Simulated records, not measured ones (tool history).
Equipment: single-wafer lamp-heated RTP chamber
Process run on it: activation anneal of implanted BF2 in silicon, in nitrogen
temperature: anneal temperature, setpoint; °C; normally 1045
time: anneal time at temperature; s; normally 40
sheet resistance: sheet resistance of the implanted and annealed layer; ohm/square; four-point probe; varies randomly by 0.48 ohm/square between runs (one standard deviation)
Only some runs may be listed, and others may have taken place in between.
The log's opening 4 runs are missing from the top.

| run | hour | temperature | time | wafers since the last listed run | wafers since the last pyrometer calibration | wafers since the reflector plate was cleaned | hours since the gauge calibration | read-back reference wafer on the same gauge, sheet resistance | sheet resistance |
|---|---|---|---|---|---|---|---|---|---|
|  | 190.4 | pyrometer window cleaned and pyrometer calibrated |
| 5 | 207.2 | 1028 | 40 | 274 | 234 | 1322 | 826.0 | 90.76 | 107.06 |
| 6 | 278.9 | 1028 | 40 | 997 | 1231 | 2319 | 897.7 | 90.84 | 105.61 |
| 7 | 324.1 | 1028 | 40 | 628 | 1860 | 2948 | 942.9 | 90.78 | 105.26 |
| 8 | 369.0 | 1045 | 40 | 624 | 2485 | 3573 | 987.8 | 90.81 | 93.33 |
| 9 | 438.4 | 1045 | 40 | 965 | 3451 | 4539 | 1057.2 | 90.85 | 90.61 |
| 10 | 509.7 | 1060 | 31 | 992 | 4443 | 5531 | 1128.5 | 90.72 | 86.73 |
| 11 | 578.4 | 1045 | 50 | 955 | 5399 | 6487 | 1197.2 | 90.75 | 86.28 |
|  | 628.6 | reflector plate cleaned |
| 12 | 649.8 | 1045 | 26 | 882 | 6281 | 294 | 1268.6 | 90.63 | 97.11 |
|  | 706.4 | pyrometer window cleaned and pyrometer calibrated |
| 13 | 717.9 | 1045 | 26 | 836 | 159 | 1130 | 1336.7 | 90.87 | 102.81 |
| 14 | 742.1 | 1045 | 26 | 336 | 496 | 1467 | 1360.9 | 90.68 | 102.98 |
| 15 | 778.0 | 1072 | 53 | 499 | 996 | 1967 | 1396.8 | 90.74 | 74.85 |
| 16 | 847.3 | 1067 | 56 | 964 | 1960 | 2931 | 1466.1 | 90.82 | 75.61 |
|  | 864.5 | gauge calibrated |
| 17 | 874.9 | 1061 | 33 | 384 | 2344 | 3315 | 10.4 | 90.70 | 86.26 |
| 18 | 900.6 | 1018 | 56 | 357 | 2702 | 3672 | 36.1 | 90.80 | 104.54 |
| 19 | 954.6 | 1062 | 40 | 751 | 3453 | 4424 | 90.1 | 90.83 | 81.40 |

Run 20 has not been measured yet. What should we expect?
| 20 | 1014.1 | 1060 | 49 | 827 | 4281 | 5252 | 149.6 | ? | ? |

read-back reference wafer on the same gauge, sheet resistance: 90.80
sheet resistance: 79.70 ohm/square
Take away the tool's hidden state, keep the run-to-run variation as it was, and the same run would have given sheet resistance 82.96 ohm/square.
